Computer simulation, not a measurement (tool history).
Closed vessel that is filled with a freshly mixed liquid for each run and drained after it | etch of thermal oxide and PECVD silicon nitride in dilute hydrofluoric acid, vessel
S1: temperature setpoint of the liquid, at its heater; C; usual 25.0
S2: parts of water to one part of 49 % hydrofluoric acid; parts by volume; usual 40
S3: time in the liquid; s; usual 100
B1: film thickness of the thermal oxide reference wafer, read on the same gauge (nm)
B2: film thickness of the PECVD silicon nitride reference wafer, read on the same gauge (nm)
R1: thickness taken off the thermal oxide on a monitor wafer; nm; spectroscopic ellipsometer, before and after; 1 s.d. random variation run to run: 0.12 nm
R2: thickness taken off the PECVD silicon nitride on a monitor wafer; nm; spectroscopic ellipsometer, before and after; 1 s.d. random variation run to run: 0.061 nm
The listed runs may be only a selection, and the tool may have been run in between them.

| run | hour | S1 | S2 | S3 | B1 | B2 | R1 | R2 |
|---|---|---|---|---|---|---|---|---|
| 1 | 0.0 | 25.0 | 40 | 100 | 60.00 | 40.02 | 12.20 | 11.74 |
| 2 | 36.7 | 25.0 | 40 | 100 | 59.98 | 40.00 | 12.30 | 11.70 |
|  | 69.3 | thermometer replaced |
|  | 90.8 | gauge calibrated |
| 3 | 98.5 | 25.0 | 40 | 100 | 59.99 | 40.03 | 13.51 | 13.54 |
| 4 | 172.7 | 25.0 | 40 | 100 | 60.02 | 40.03 | 13.43 | 13.52 |
| 5 | 222.3 | 25.0 | 40 | 100 | 60.01 | 39.99 | 13.47 | 13.45 |
|  | 312.9 | hydrofluoric acid flow meter replaced |
| 6 | 322.4 | 25.0 | 25 | 100 | 60.01 | 39.98 | 21.35 | 21.01 |
| 7 | 368.7 | 25.0 | 25 | 100 | 60.01 | 40.02 | 21.56 | 21.08 |
| 8 | 453.5 | 25.0 | 40 | 100 | 59.99 | 39.94 | 13.21 | 13.19 |
| 9 | 501.4 | 25.0 | 40 | 100 | 60.00 | 39.95 | 13.14 | 13.27 |
| 10 | 605.2 | 25.0 | 40 | 100 | 60.00 | 39.99 | 13.21 | 13.16 |
| 11 | 673.6 | 23.5 | 40 | 100 | 60.00 | 40.03 | 12.27 | 11.81 |
| 12 | 775.2 | 25.0 | 30 | 100 | 60.02 | 40.03 | 17.76 | 17.03 |
| 13 | 858.2 | 28.0 | 40 | 80 | 59.99 | 40.05 | 11.80 | 12.64 |
| 14 | 908.7 | 25.0 | 30 | 145 | 59.99 | 40.02 | 25.22 | 24.64 |
| 15 | 947.8 | 25.0 | 60 | 145 | 60.00 | 39.99 | 12.20 | 12.52 |
| 16 | 990.2 | 25.0 | 60 | 145 | 60.00 | 40.00 | 12.23 | 12.35 |
| 17 | 1065.9 | 25.0 | 25 | 80 | 59.99 | 39.99 | 16.90 | 16.12 |
| 18 | 1119.0 | 25.0 | 25 | 125 | 60.00 | 40.01 | 26.47 | 25.11 |
| 19 | 1213.3 | 26.5 | 30 | 135 | 60.01 | 40.00 | 25.22 | 24.82 |
| 20 | 1319.3 | 27.0 | 30 | 140 | 59.99 | 40.00 | 26.29 | 26.40 |
| 21 | 1383.0 | 30.0 | 50 | 140 | 60.01 | 40.06 | 17.38 | 19.41 |
| 22 | 1469.5 | 28.5 | 55 | 100 | 60.00 | 39.98 | 10.40 | 11.40 |
|  | 1474.2 | hydrofluoric acid flow meter replaced |
| 23 | 1507.2 | 28.5 | 50 | 65 | 59.99 | 40.03 | 7.44 | 8.16 |
| 24 | 1568.7 | 20.0 | 25 | 150 | 59.99 | 40.00 | 25.27 | 20.40 |
| 25 | 1668.8 | 25.0 | 40 | 130 | 60.01 | 39.99 | 16.48 | 16.02 |
| 26 | 1773.9 | 25.0 | 40 | 75 | 60.00 | 40.01 | 9.38 | 9.09 |

Table of differences, measured result less the result of that run with no hidden state. Run-to-run variation is the same in both. Gauge scatter possibly is not:
Unlogged tool condition in this case: liquid colder than its thermometer reads (K); hydrofluoric acid flow below the setpoint (%); gauge reads high (%).
| run | R1 | R2 |
|---|---|---|
| 1 | -1.18 | -1.91 |
| 2 | -1.21 | -1.94 |
| 3 | -0.07 | -0.11 |
| 4 | -0.10 | -0.18 |
| 5 | -0.13 | -0.21 |
| 6 | -0.30 | -0.47 |
| 7 | -0.33 | -0.53 |
| 8 | -0.24 | -0.40 |
| 9 | -0.27 | -0.46 |
| 10 | -0.33 | -0.54 |
| 11 | -0.34 | -0.54 |
| 12 | -0.57 | -0.90 |
| 13 | -0.40 | -0.72 |
| 14 | -0.95 | -1.53 |
| 15 | -0.47 | -0.79 |
| 16 | -0.48 | -0.81 |
| 17 | -0.75 | -1.18 |
| 18 | -1.23 | -1.93 |
| 19 | -1.25 | -2.05 |
| 20 | -1.42 | -2.37 |
| 21 | -0.95 | -1.76 |
| 22 | -0.61 | -1.10 |
| 23 | -0.45 | -0.82 |
| 24 | -1.72 | -2.30 |
| 25 | -1.14 | -1.85 |
| 26 | -0.68 | -1.11 |
